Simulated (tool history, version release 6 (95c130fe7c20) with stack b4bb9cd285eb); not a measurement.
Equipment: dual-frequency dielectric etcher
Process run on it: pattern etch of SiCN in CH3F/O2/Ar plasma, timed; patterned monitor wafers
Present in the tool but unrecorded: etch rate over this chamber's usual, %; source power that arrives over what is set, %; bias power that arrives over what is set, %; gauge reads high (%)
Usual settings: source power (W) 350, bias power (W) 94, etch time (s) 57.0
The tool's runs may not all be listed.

run,hour,source power (W),bias power (W),etch time (s),wafers since the last listed run,hours since the last wet clean,hours since the last source power generator calibration,hours since the last bias power generator calibration,hours since the last upper electrode change,hours since the gauge calibration,"read-back reference wafer on the same gauge, depth_nm",mean etch depth across the wafer (Å)
1,0.0,350,75,62.5,0,43.7,1062.7,3258.7,2272.9,264.0,20.59,233.7
2,79.6,350,94,57.0,792,123.3,1142.3,3338.3,2352.5,343.6,20.57,222.5
3,177.3,350,94,57.0,972,221.0,1240.0,3436.0,2450.2,441.3,20.58,224.8
4,246.3,350,94,57.0,686,290.0,1309.0,3505.0,2519.2,510.3,20.59,222.3
5,339.4,350,103,57.0,926,383.1,1402.1,3598.1,2612.3,603.4,20.57,228.7
6,410.7,350,103,57.0,709,454.4,1473.4,3669.4,2683.6,674.7,20.60,229.3
# hour 466.2: wet clean of the chamber
7,468.0,350,103,57.0,331,1.8,1530.7,3726.7,2740.9,732.0,20.60,224.9
# hour 494.0: bias power generator calibrated
8,511.6,350,94,57.0,394,45.4,1574.3,17.6,2784.5,775.6,20.60,222.0
9,559.4,350,94,57.0,475,93.2,1622.1,65.4,2832.3,823.4,20.62,223.7
10,611.8,350,94,57.0,521,145.6,1674.5,117.8,2884.7,875.8,20.57,221.7
11,684.1,350,94,57.0,719,217.9,1746.8,190.1,2957.0,948.1,20.59,223.5
# hour 716.7: source power generator calibrated
12,763.9,350,94,51.5,754,297.7,47.2,269.9,3036.8,1027.9,20.61,202.0
# hour 798.0: upper electrode replaced
13,838.6,430,109,47.0,504,372.4,121.9,344.6,40.6,1102.6,20.60,207.2
14,920.3,350,94,57.0,813,454.1,203.6,426.3,122.3,1184.3,20.61,224.9
15,964.7,420,109,68.5,441,498.5,248.0,470.7,166.7,1228.7,20.61,299.8
# hour 1016.7: wet clean of the chamber
16,1042.3,260,72,73.0,533,25.6,325.6,548.3,244.3,1306.3,20.61,239.8
17,1103.8,350,94,63.0,612,87.1,387.1,609.8,305.8,1367.8,20.59,243.8
18,1145.3,420,94,57.0,413,128.6,428.6,651.3,347.3,1409.3,20.60,238.7
19,1186.5,350,94,57.0,410,169.8,469.8,692.5,388.5,1450.5,20.61,224.3
# hour 1210.5: gauge calibrated
20,1227.7,310,104,66.5,410,211.0,511.0,733.7,429.7,17.2,20.61,252.2
21,1280.6,420,73,69.0,526,263.9,563.9,786.6,482.6,70.1,20.60,279.1

Run 22 comes next. What will it give?
22,1326.7,350,77,46.0,458,310.0,610.0,832.7,528.7,116.2,?,?

{"run 22": {"read-back reference wafer on the same gauge, depth_nm": 20.62, "mean etch depth across the wafer (Å)": 174.4}}
If the tool had no hidden condition, the same run with the same run-to-run variation would have returned mean etch depth across the wafer (Å) 171.9.
